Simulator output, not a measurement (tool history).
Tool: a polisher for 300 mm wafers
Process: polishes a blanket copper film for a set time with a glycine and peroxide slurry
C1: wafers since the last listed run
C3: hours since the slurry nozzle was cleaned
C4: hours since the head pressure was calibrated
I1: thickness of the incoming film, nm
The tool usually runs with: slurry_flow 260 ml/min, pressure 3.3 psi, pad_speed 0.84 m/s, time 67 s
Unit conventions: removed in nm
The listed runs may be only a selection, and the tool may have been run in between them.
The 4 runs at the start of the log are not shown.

{"run": 5, "hour": 37.3, "slurry_flow": 260, "pressure": 3.3, "pad_speed": 0.84, "time": 67, "C1": 72, "wafers polished on this pad": 78, "C3": 678.2, "C4": 214.5, "I1": 2288.6, "removed": 427.8}
{"run": 6, "hour": 53.8, "slurry_flow": 260, "pressure": 3.3, "pad_speed": 0.84, "time": 67, "C1": 187, "wafers polished on this pad": 265, "C3": 694.7, "C4": 231, "I1": 2310.1, "removed": 425.4}
{"run": 7, "hour": 86.7, "slurry_flow": 260, "pressure": 3.3, "pad_speed": 0.84, "time": 67, "C1": 374, "wafers polished on this pad": 639, "C3": 727.6, "C4": 263.9, "I1": 2296.9, "removed": 411.5}
{"run": 8, "hour": 92.9, "slurry_flow": 260, "pressure": 3.3, "pad_speed": 0.84, "time": 67, "C1": 70, "wafers polished on this pad": 710, "C3": 733.8, "C4": 270.1, "I1": 2265.7, "removed": 410}
{"run": 9, "hour": 107.6, "slurry_flow": 260, "pressure": 3.3, "pad_speed": 0.84, "time": 67, "C1": 167, "wafers polished on this pad": 877, "C3": 748.5, "C4": 284.8, "I1": 2295.8, "removed": 402.3}
{"hour": 119.1, "done": "worn pad replaced by a new one"}
{"run": 10, "hour": 123.8, "slurry_flow": 260, "pressure": 3.3, "pad_speed": 0.84, "time": 67, "C1": 138, "wafers polished on this pad": 53, "C3": 764.7, "C4": 301, "I1": 2288.1, "removed": 427.1}
{"run": 11, "hour": 140.8, "slurry_flow": 260, "pressure": 3.3, "pad_speed": 0.84, "time": 67, "C1": 193, "wafers polished on this pad": 246, "C3": 781.7, "C4": 318, "I1": 2298.4, "removed": 425.8}
{"run": 12, "hour": 152.4, "slurry_flow": 260, "pressure": 3.3, "pad_speed": 0.84, "time": 67, "C1": 131, "wafers polished on this pad": 378, "C3": 793.3, "C4": 329.6, "I1": 2306.3, "removed": 415.7}
{"run": 13, "hour": 166.9, "slurry_flow": 260, "pressure": 3.3, "pad_speed": 0.84, "time": 67, "C1": 164, "wafers polished on this pad": 543, "C3": 807.8, "C4": 344.1, "I1": 2351.6, "removed": 422.9}
{"run": 14, "hour": 180.6, "slurry_flow": 260, "pressure": 3.3, "pad_speed": 0.84, "time": 67, "C1": 155, "wafers polished on this pad": 699, "C3": 821.5, "C4": 357.8, "I1": 2277.5, "removed": 410.6}
{"hour": 196.2, "done": "worn pad replaced by a new one"}
{"hour": 198.4, "done": "head pressure recalibrated"}
{"run": 15, "hour": 198.9, "slurry_flow": 260, "pressure": 3.3, "pad_speed": 0.78, "time": 67, "C1": 139, "wafers polished on this pad": 8, "C3": 839.8, "C4": 0.5, "I1": 2285.4, "removed": 412.6}
{"run": 16, "hour": 206.7, "slurry_flow": 260, "pressure": 2.2, "pad_speed": 0.76, "time": 51, "C1": 88, "wafers polished on this pad": 97, "C3": 847.6, "C4": 8.3, "I1": 2313.1, "removed": 221.4}
{"run": 17, "hour": 218.7, "slurry_flow": 320, "pressure": 3.3, "pad_speed": 0.84, "time": 67, "C1": 136, "wafers polished on this pad": 233, "C3": 859.6, "C4": 20.3, "I1": 2305.4, "removed": 426}
{"run": 18, "hour": 234.8, "slurry_flow": 260, "pressure": 3.3, "pad_speed": 0.84, "time": 67, "C1": 183, "wafers polished on this pad": 416, "C3": 875.7, "C4": 36.4, "I1": 2296, "removed": 421.1}
{"run": 19, "hour": 240.9, "slurry_flow": 220, "pressure": 3.3, "pad_speed": 1.06, "time": 67, "C1": 69, "wafers polished on this pad": 485, "C3": 881.8, "C4": 42.5, "I1": 2329, "removed": 500.7}
{"run": 20, "hour": 249.3, "slurry_flow": 235, "pressure": 3.3, "pad_speed": 0.84, "time": 51, "C1": 95, "wafers polished on this pad": 581, "C3": 890.2, "C4": 50.9, "I1": 2305.2, "removed": 318}
{"run": 21, "hour": 257.2, "slurry_flow": 260, "pressure": 2.4, "pad_speed": 0.84, "time": 67, "C1": 89, "wafers polished on this pad": 671, "C3": 898.1, "C4": 58.8, "I1": 2298.9, "removed": 329.6}
{"run": 22, "hour": 264.7, "slurry_flow": 175, "pressure": 3.3, "pad_speed": 0.84, "time": 67, "C1": 85, "wafers polished on this pad": 756, "C3": 905.6, "C4": 66.3, "I1": 2308.1, "removed": 389.7}
{"run": 23, "hour": 275.9, "slurry_flow": 260, "pressure": 3.3, "pad_speed": 0.84, "time": 67, "C1": 127, "wafers polished on this pad": 883, "C3": 916.8, "C4": 77.5, "I1": 2315.5, "removed": 403.5}
{"hour": 286.6, "done": "worn pad replaced by a new one"}
{"run": 24, "hour": 293.4, "slurry_flow": 175, "pressure": 3.6, "pad_speed": 1.06, "time": 67, "C1": 153, "wafers polished on this pad": 77, "C3": 934.3, "C4": 95, "I1": 2258.8, "removed": 533.3}
{"run": 25, "hour": 307.3, "slurry_flow": 260, "pressure": 2.2, "pad_speed": 0.84, "time": 67, "C1": 158, "wafers polished on this pad": 235, "C3": 948.2, "C4": 108.9, "I1": 2323.1, "removed": 315}
{"run": 26, "hour": 321.2, "slurry_flow": 260, "pressure": 3.3, "pad_speed": 0.84, "time": 76, "C1": 158, "wafers polished on this pad": 393, "C3": 962.1, "C4": 122.8, "I1": 2285.1, "removed": 478.8}
{"hour": 325.5, "done": "slurry nozzle cleaned"}
{"run": 27, "hour": 332.5, "slurry_flow": 260, "pressure": 3.3, "pad_speed": 0.84, "time": 67, "C1": 117, "wafers polished on this pad": 510, "C3": 7, "C4": 134.1, "I1": 2285.7, "removed": 422.7}

Run 28, settings as shown, results not yet in. Your forecast:
{"run": 28, "hour": 339.9, "slurry_flow": 305, "pressure": 3.3, "pad_speed": 0.84, "time": 67, "C1": 84, "wafers polished on this pad": 594, "C3": 14.4, "C4": 141.5, "I1": 2287.5, "removed": "?"}

{"run 28": {"removed": 419.8}}
With no hidden state in the tool, this same run would have given removed 432.6 nm.
